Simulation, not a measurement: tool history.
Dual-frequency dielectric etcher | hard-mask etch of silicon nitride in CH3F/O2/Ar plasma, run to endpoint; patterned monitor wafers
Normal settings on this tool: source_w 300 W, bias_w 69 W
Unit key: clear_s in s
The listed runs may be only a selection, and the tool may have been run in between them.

| run | hour | source_w | bias_w | wafers since the last listed run | hours since the last wet clean | hours since the last source power generator calibration | hours since the last bias power generator calibration | hours since the last upper electrode change | incoming incoming film thickness, nm | clear_s |
|---|---|---|---|---|---|---|---|---|---|---|
| 1 | 0 | 300 | 69 | 0 | 434 | 2294.1 | 3364.6 | 2673.2 | 35.04 | 54.8 |
| 2 | 47 | 300 | 69 | 662 | 481 | 2341.1 | 3411.6 | 2720.2 | 35.13 | 55.7 |
| 3 | 194.6 | 300 | 69 | 2080 | 628.6 | 2488.7 | 3559.2 | 2867.8 | 34.69 | 55.2 |
| 4 | 223.2 | 300 | 69 | 403 | 657.2 | 2517.3 | 3587.8 | 2896.4 | 34.68 | 55.7 |
|  | 275.6 | wet clean of the chamber |
| 5 | 287.6 | 300 | 63 | 569 | 12 | 2581.7 | 3652.2 | 2960.8 | 34.93 | 54.1 |
| 6 | 341.6 | 300 | 63 | 761 | 66 | 2635.7 | 3706.2 | 3014.8 | 35.04 | 54.8 |
| 7 | 412 | 300 | 63 | 992 | 136.4 | 2706.1 | 3776.6 | 3085.2 | 34.45 | 54.1 |
| 8 | 443.7 | 300 | 69 | 446 | 168.1 | 2737.8 | 3808.3 | 3116.9 | 34.85 | 53.6 |
| 9 | 501.8 | 300 | 69 | 818 | 226.2 | 2795.9 | 3866.4 | 3175 | 34.64 | 53.4 |
| 10 | 543 | 300 | 69 | 580 | 267.4 | 2837.1 | 3907.6 | 3216.2 | 34.74 | 54.2 |
|  | 580.4 | bias power generator calibrated |
| 11 | 601.7 | 300 | 69 | 770 | 326.1 | 2895.8 | 21.3 | 3274.9 | 34.86 | 53.8 |
| 12 | 643.2 | 300 | 69 | 584 | 367.6 | 2937.3 | 62.8 | 3316.4 | 34.92 | 53.8 |
| 13 | 696.3 | 300 | 69 | 748 | 420.7 | 2990.4 | 115.9 | 3369.5 | 34.82 | 54.6 |
| 14 | 760.7 | 300 | 69 | 907 | 485.1 | 3054.8 | 180.3 | 3433.9 | 35.11 | 55.8 |
| 15 | 813.7 | 300 | 58 | 746 | 538.1 | 3107.8 | 233.3 | 3486.9 | 34.53 | 57.8 |
|  | 839.2 | source power generator calibrated |
| 16 | 883.8 | 300 | 58 | 931 | 608.2 | 44.6 | 303.4 | 3557 | 34.84 | 58.6 |
|  | 937.9 | upper electrode replaced |
| 17 | 952.8 | 300 | 69 | 634 | 677.2 | 113.6 | 372.4 | 14.9 | 34.79 | 55.5 |
|  | 980.5 | wet clean of the chamber |
| 18 | 1008.6 | 260 | 56 | 448 | 28.1 | 169.4 | 428.2 | 70.7 | 34.68 | 60 |
| 19 | 1059.7 | 220 | 84 | 720 | 79.2 | 220.5 | 479.3 | 121.8 | 34.89 | 54.4 |
| 20 | 1095.8 | 320 | 77 | 508 | 115.3 | 256.6 | 515.4 | 157.9 | 34.86 | 51.2 |
| 21 | 1125 | 240 | 59 | 411 | 144.5 | 285.8 | 544.6 | 187.1 | 34.62 | 59.7 |
| 22 | 1290.9 | 260 | 75 | 2338 | 310.4 | 451.7 | 710.5 | 353 | 34.27 | 54.7 |
| 23 | 1357.8 | 300 | 69 | 942 | 377.3 | 518.6 | 777.4 | 419.9 | 34.76 | 55.1 |
| 24 | 1406.4 | 320 | 59 | 684 | 425.9 | 567.2 | 826 | 468.5 | 34.96 | 58.1 |
| 25 | 1455.1 | 370 | 69 | 686 | 474.6 | 615.9 | 874.7 | 517.2 | 34.69 | 52.4 |
| 26 | 1494 | 330 | 55 | 548 | 513.5 | 654.8 | 913.6 | 556.1 | 34.57 | 58.1 |
| 27 | 1520.5 | 320 | 64 | 373 | 540 | 681.3 | 940.1 | 582.6 | 34.82 | 56.4 |
| 28 | 1559.6 | 360 | 82 | 551 | 579.1 | 720.4 | 979.2 | 621.7 | 34.66 | 50.1 |
| 29 | 1630.8 | 230 | 57 | 1003 | 650.3 | 791.6 | 1050.4 | 692.9 | 34.71 | 63.8 |
|  | 1706.3 | wet clean of the chamber |
| 30 | 1706.8 | 300 | 69 | 732 | 0.5 | 867.6 | 1126.4 | 768.9 | 34.95 | 53.1 |
| 31 | 1759.9 | 300 | 69 | 748 | 53.6 | 920.7 | 1179.5 | 822 | 34.86 | 53.3 |
| 32 | 1798.1 | 300 | 69 | 538 | 91.8 | 958.9 | 1217.7 | 860.2 | 34.67 | 53.2 |
| 33 | 1862.4 | 250 | 64 | 906 | 156.1 | 1023.2 | 1282 | 924.5 | 35.15 | 58.3 |
| 34 | 1906.4 | 330 | 63 | 620 | 200.1 | 1067.2 | 1326 | 968.5 | 35.22 | 54.5 |
| 35 | 1962.9 | 300 | 61 | 796 | 256.6 | 1123.7 | 1382.5 | 1025 | 34.44 | 55.8 |

Measured minus without-hidden-state, run by run (identical run-to-run variation in each term; gauge scatter may differ):
Hidden conditions of the tool in this case: etch rate over this chamber's usual, %; source power that arrives over what is set, %; bias power that arrives over what is set, %.
| run | clear_s |
|---|---|
| 1 | +1.9 |
| 2 | +2.1 |
| 3 | +2.8 |
| 4 | +3 |
| 5 | -0.3 |
| 6 | +0 |
| 7 | +0.3 |
| 8 | +0.4 |
| 9 | +0.7 |
| 10 | +0.9 |
| 11 | +1.2 |
| 12 | +1.3 |
| 13 | +1.6 |
| 14 | +1.9 |
| 15 | +2.3 |
| 16 | +2.6 |
| 17 | +2.8 |
| 18 | +0.8 |
| 19 | +1 |
| 20 | +1 |
| 21 | +1.4 |
| 22 | +2 |
| 23 | +2.3 |
| 24 | +2.7 |
| 25 | +2.6 |
| 26 | +3.1 |
| 27 | +3.1 |
| 28 | +2.9 |
| 29 | +4.1 |
| 30 | +0.1 |
| 31 | +0.4 |
| 32 | +0.6 |
| 33 | +0.9 |
| 34 | +1 |
| 35 | +1.3 |
